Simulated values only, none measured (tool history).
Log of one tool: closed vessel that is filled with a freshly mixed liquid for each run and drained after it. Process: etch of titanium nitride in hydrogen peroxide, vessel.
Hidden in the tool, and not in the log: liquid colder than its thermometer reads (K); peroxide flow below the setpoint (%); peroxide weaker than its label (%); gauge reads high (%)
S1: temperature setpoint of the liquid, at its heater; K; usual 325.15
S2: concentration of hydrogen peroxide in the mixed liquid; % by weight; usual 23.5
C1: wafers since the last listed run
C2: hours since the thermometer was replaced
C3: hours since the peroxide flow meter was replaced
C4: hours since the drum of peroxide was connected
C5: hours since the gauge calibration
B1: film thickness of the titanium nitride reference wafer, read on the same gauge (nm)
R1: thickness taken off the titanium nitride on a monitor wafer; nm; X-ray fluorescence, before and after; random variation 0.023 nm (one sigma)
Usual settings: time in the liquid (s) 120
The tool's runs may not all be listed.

{"run": 1, "hour": 0.0, "S1": 325.15, "S2": 23.5, "time in the liquid (s)": 120, "C1": 0, "C2": 2371.1, "C3": 1636.7, "C4": 296.1, "C5": 294.9, "B1": 30.01, "R1": 5.69}
{"run": 2, "hour": 46.6, "S1": 325.15, "S2": 23.5, "time in the liquid (s)": 120, "C1": 3600, "C2": 2417.7, "C3": 1683.3, "C4": 342.7, "C5": 341.5, "B1": 29.98, "R1": 5.7}
{"run": 3, "hour": 109.4, "S1": 319.15, "S2": 23.5, "time in the liquid (s)": 120, "C1": 4851, "C2": 2480.5, "C3": 1746.1, "C4": 405.5, "C5": 404.3, "B1": 30, "R1": 3.66}
{"run": 4, "hour": 152.2, "S1": 319.15, "S2": 23.5, "time in the liquid (s)": 120, "C1": 3306, "C2": 2523.3, "C3": 1788.9, "C4": 448.3, "C5": 447.1, "B1": 29.98, "R1": 3.65}
{"run": 5, "hour": 218.5, "S1": 325.15, "S2": 22, "time in the liquid (s)": 120, "C1": 5122, "C2": 2589.6, "C3": 1855.2, "C4": 514.6, "C5": 513.4, "B1": 30.03, "R1": 5.54}
{"run": 6, "hour": 262.9, "S1": 325.15, "S2": 23.5, "time in the liquid (s)": 120, "C1": 3430, "C2": 2634, "C3": 1899.6, "C4": 559, "C5": 557.8, "B1": 30, "R1": 5.62}
{"run": 7, "hour": 302.0, "S1": 325.15, "S2": 23.5, "time in the liquid (s)": 155, "C1": 3020, "C2": 2673.1, "C3": 1938.7, "C4": 598.1, "C5": 596.9, "B1": 29.99, "R1": 7.26}
{"run": 8, "hour": 359.5, "S1": 325.15, "S2": 23.5, "time in the liquid (s)": 120, "C1": 4442, "C2": 2730.6, "C3": 1996.2, "C4": 655.6, "C5": 654.4, "B1": 30, "R1": 5.64}
{"hour": 372.5, "done": "new drum of peroxide connected"}
{"hour": 381.5, "done": "gauge calibrated"}
{"run": 9, "hour": 424.3, "S1": 325.15, "S2": 23.5, "time in the liquid (s)": 120, "C1": 4929, "C2": 2795.4, "C3": 2061, "C4": 51.8, "C5": 42.8, "B1": 29.98, "R1": 5.69}
{"run": 10, "hour": 449.6, "S1": 325.15, "S2": 23.5, "time in the liquid (s)": 120, "C1": 1954, "C2": 2820.7, "C3": 2086.3, "C4": 77.1, "C5": 68.1, "B1": 30, "R1": 5.69}
{"hour": 502.5, "done": "peroxide flow meter replaced"}
{"run": 11, "hour": 503.1, "S1": 334.15, "S2": 29.5, "time in the liquid (s)": 75, "C1": 4055, "C2": 2874.2, "C3": 0.6, "C4": 130.6, "C5": 121.6, "B1": 29.98, "R1": 7.01}
{"run": 12, "hour": 552.0, "S1": 325.15, "S2": 23.5, "time in the liquid (s)": 100, "C1": 3777, "C2": 2923.1, "C3": 49.5, "C4": 179.5, "C5": 170.5, "B1": 29.97, "R1": 4.73}
{"run": 13, "hour": 604.3, "S1": 320.65, "S2": 20.5, "time in the liquid (s)": 150, "C1": 4040, "C2": 2975.4, "C3": 101.8, "C4": 231.8, "C5": 222.8, "B1": 30.02, "R1": 4.95}
{"hour": 634.3, "done": "thermometer replaced"}
{"run": 14, "hour": 665.5, "S1": 325.15, "S2": 23.5, "time in the liquid (s)": 120, "C1": 4650, "C2": 31.2, "C3": 163, "C4": 293, "C5": 284, "B1": 30.01, "R1": 6.25}
{"run": 15, "hour": 701.2, "S1": 320.15, "S2": 18, "time in the liquid (s)": 120, "C1": 2758, "C2": 66.9, "C3": 198.7, "C4": 328.7, "C5": 319.7, "B1": 30.01, "R1": 4.11}
{"run": 16, "hour": 766.0, "S1": 333.65, "S2": 18.5, "time in the liquid (s)": 120, "C1": 5006, "C2": 131.7, "C3": 263.5, "C4": 393.5, "C5": 384.5, "B1": 30.02, "R1": 10.7}

Run 17 comes next. What will it give?
{"run": 17, "hour": 820.2, "S1": 332.65, "S2": 17.5, "time in the liquid (s)": 120, "C1": 4187, "C2": 185.9, "C3": 317.7, "C4": 447.7, "C5": 438.7, "B1": "?", "R1": "?"}

B1: 30.01
R1: 9.85 nm
Without the tool's hidden state the same run would have given R1 10.22 nm.
